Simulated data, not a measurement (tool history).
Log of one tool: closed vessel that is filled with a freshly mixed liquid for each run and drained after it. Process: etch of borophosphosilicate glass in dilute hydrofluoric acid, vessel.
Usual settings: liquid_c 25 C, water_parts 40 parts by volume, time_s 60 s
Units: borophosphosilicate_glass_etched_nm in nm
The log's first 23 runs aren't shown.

run,hour,liquid_c,water_parts,time_s,"read-back film thickness of the borophosphosilicate glass reference wafer, read on the same gauge (nm)",borophosphosilicate_glass_etched_nm
24,2091.4,29,40,40,130.01,54.22
25,2143.1,26.5,35,60,130.01,86.89
26,2224.1,22.5,55,80,129.98,60.94
# hour 2247.8: hydrofluoric acid flow meter replaced
27,2267.7,25,20,95,129.98,201.57
28,2304.5,22.5,40,45,130.02,42.25
29,2377.1,22,25,60,130.02,90.26
30,2433.7,26.5,40,60,130.01,68.37
31,2536.4,28.5,30,85,130,142.11

4 ways to go on from here, each from the tool as it stands after run 31. What would each give?
A,2537.1,25,40,60,?,?
B,2537.1,25,40,80,?,?
C,2537.1,20,30,75,?,?
D,2537.1,23,40,60,?,?

run,"read-back film thickness of the borophosphosilicate glass reference wafer, read on the same gauge (nm)",borophosphosilicate_glass_etched_nm
A,129.99,64.19
B,129.99,85.59
C,129.99,87.68
D,129.99,59.07
Without the tool's hidden state the same runs would have given:
run,borophosphosilicate_glass_etched_nm
A,60.66
B,80.88
C,82.96
D,55.83
